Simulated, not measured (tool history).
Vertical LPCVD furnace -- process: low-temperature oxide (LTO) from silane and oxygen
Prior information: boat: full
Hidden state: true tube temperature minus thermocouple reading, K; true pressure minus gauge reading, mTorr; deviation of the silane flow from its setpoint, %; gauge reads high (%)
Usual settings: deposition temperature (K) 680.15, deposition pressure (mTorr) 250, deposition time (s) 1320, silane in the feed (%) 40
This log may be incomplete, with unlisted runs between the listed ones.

| run | day | deposition temperature (K) | deposition pressure (mTorr) | deposition time (s) | silane in the feed (%) | wafers since the last listed run | hours since the last temperature calibration | hours since the pressure gauge was zeroed | hours since the silane flow controller was replaced | hours since the gauge calibration | read-back reference wafer on the same gauge, thickness | film thickness on the monitor wafer in the middle of the boat (nm) |
|---|---|---|---|---|---|---|---|---|---|---|---|---|
| 1 | 0 | 680.15 | 250 | 1650 | 40 | 0 | 2966.4 | 1571.7 | 2834.6 | 14.9 | 239.16 | 319.76 |
| 2 | 1.775 | 680.15 | 250 | 1650 | 40 | 452 | 3009 | 1614.3 | 2877.2 | 57.5 | 240.74 | 323.72 |
| 3 | 2.383 | 673.15 | 250 | 1320 | 40 | 155 | 3023.6 | 1628.9 | 2891.8 | 72.1 | 240.79 | 238.83 |
| 4 | 3.142 | 680.15 | 250 | 1620 | 40 | 193 | 3041.8 | 1647.1 | 2910 | 90.3 | 241.16 | 315.71 |
| 5 | 3.762 | 680.15 | 250 | 1320 | 40 | 158 | 3056.7 | 1662 | 2924.9 | 105.2 | 241.7 | 258.36 |
| 6 | 4.646 | 680.15 | 250 | 1320 | 40 | 225 | 3077.9 | 1683.2 | 2946.1 | 126.4 | 241.82 | 257.28 |
| 7 | 5.217 | 680.15 | 250 | 1320 | 40 | 145 | 3091.6 | 1696.9 | 2959.8 | 140.1 | 242.6 | 259.12 |
| 8 | 6.279 | 680.15 | 250 | 1320 | 40 | 270 | 3117.1 | 1722.4 | 2985.3 | 165.6 | 242.17 | 256.83 |
| 9 | 6.988 | 680.15 | 250 | 1320 | 40 | 180 | 3134.1 | 1739.4 | 3002.3 | 182.6 | 241.81 | 259.79 |
| 10 | 9.229 | 680.15 | 250 | 1320 | 40 | 571 | 3187.9 | 1793.2 | 3056.1 | 236.4 | 242.57 | 259.82 |
| 11 | 10.338 | 680.15 | 215 | 1020 | 40 | 282 | 3214.5 | 1819.8 | 3082.7 | 263 | 242.71 | 172.52 |
| 12 | 11.442 | 680.15 | 250 | 1320 | 40 | 281 | 3241 | 1846.3 | 3109.2 | 289.5 | 242.83 | 259.44 |
|  | 12.496 | gauge calibrated |
|  | 12.712 | silane flow controller replaced |
| 13 | 12.733 | 680.15 | 250 | 1320 | 40 | 74 | 3272 | 1877.3 | 0.5 | 5.7 | 238.87 | 254.33 |
| 14 | 13.167 | 680.15 | 250 | 1560 | 40 | 110 | 3282.4 | 1887.7 | 10.9 | 16.1 | 239.52 | 302.17 |
|  | 14.317 | thermocouples replaced and temperature profile calibrated |
| 15 | 14.338 | 680.15 | 250 | 1320 | 40 | 43 | 0.5 | 1915.8 | 39 | 44.2 | 239.71 | 257.72 |
| 16 | 14.617 | 680.15 | 250 | 1320 | 40 | 71 | 7.2 | 1922.5 | 45.7 | 50.9 | 240.31 | 258.75 |
| 17 | 15.583 | 671.15 | 250 | 1320 | 33 | 246 | 30.4 | 1945.7 | 68.9 | 74.1 | 240.69 | 181.99 |
|  | 16.858 | pressure gauge zeroed |
| 18 | 16.879 | 680.15 | 250 | 1320 | 44 | 75 | 61.5 | 0.5 | 100 | 105.2 | 241.32 | 288.05 |
| 19 | 17.079 | 680.15 | 250 | 1320 | 46 | 50 | 66.3 | 5.3 | 104.8 | 110 | 241.04 | 298.26 |
| 20 | 17.625 | 680.15 | 250 | 1320 | 40 | 139 | 79.4 | 18.4 | 117.9 | 123.1 | 241.84 | 258.29 |
| 21 | 18.512 | 685.15 | 275 | 1020 | 34 | 226 | 100.7 | 39.7 | 139.2 | 144.4 | 241.1 | 188.59 |
| 22 | 19.117 | 680.15 | 250 | 1320 | 40 | 153 | 115.2 | 54.2 | 153.7 | 158.9 | 241.56 | 257.22 |
| 23 | 19.721 | 673.15 | 205 | 1320 | 37 | 153 | 129.7 | 68.7 | 168.2 | 173.4 | 241.64 | 177.06 |
| 24 | 21.029 | 691.15 | 295 | 1170 | 34 | 333 | 161.1 | 100.1 | 199.6 | 204.8 | 241.26 | 249.01 |
| 25 | 22.2 | 680.15 | 215 | 1680 | 40 | 298 | 189.2 | 128.2 | 227.7 | 232.9 | 241.93 | 282.36 |
| 26 | 23.533 | 680.15 | 250 | 1320 | 47 | 339 | 221.2 | 160.2 | 259.7 | 264.9 | 242.08 | 305.7 |
| 27 | 24.125 | 680.15 | 250 | 1320 | 40 | 150 | 235.4 | 174.4 | 273.9 | 279.1 | 242.14 | 259.95 |
| 28 | 25.238 | 680.15 | 285 | 1320 | 40 | 283 | 262.1 | 201.1 | 300.6 | 305.8 | 242.26 | 294.63 |
| 29 | 26.7 | 669.15 | 205 | 1320 | 40 | 372 | 297.2 | 236.2 | 335.7 | 340.9 | 242.29 | 187.28 |

Consider 5 possible next runs. They are alternatives, not a sequence: every one starts from the tool as it was left by run 29. What does each give?
| A | 26.904 | 687.15 | 250 | 1320 | 40 | 52 | 302.1 | 241.1 | 340.6 | 345.8 | ? | ? |
| B | 26.904 | 680.15 | 250 | 1740 | 40 | 52 | 302.1 | 241.1 | 340.6 | 345.8 | ? | ? |
| C | 26.904 | 670.15 | 250 | 1320 | 37 | 52 | 302.1 | 241.1 | 340.6 | 345.8 | ? | ? |
| D | 26.904 | 680.15 | 195 | 1710 | 40 | 52 | 302.1 | 241.1 | 340.6 | 345.8 | ? | ? |
| E | 26.904 | 690.15 | 190 | 1020 | 42 | 52 | 302.1 | 241.1 | 340.6 | 345.8 | ? | ? |

| run | read-back reference wafer on the same gauge, thickness | film thickness on the monitor wafer in the middle of the boat (nm) |
|---|---|---|
| A | 241.97 | 278.76 |
| B | 241.97 | 341.22 |
| C | 241.97 | 210.54 |
| D | 241.97 | 261.56 |
| E | 241.97 | 178.21 |
Take away the tool's hidden state, keep each run's random variation, and the runs would have read:
| run | film thickness on the monitor wafer in the middle of the boat (nm) |
|---|---|
| A | 275.07 |
| B | 336.7 |
| C | 207.75 |
| D | 258.1 |
| E | 175.84 |
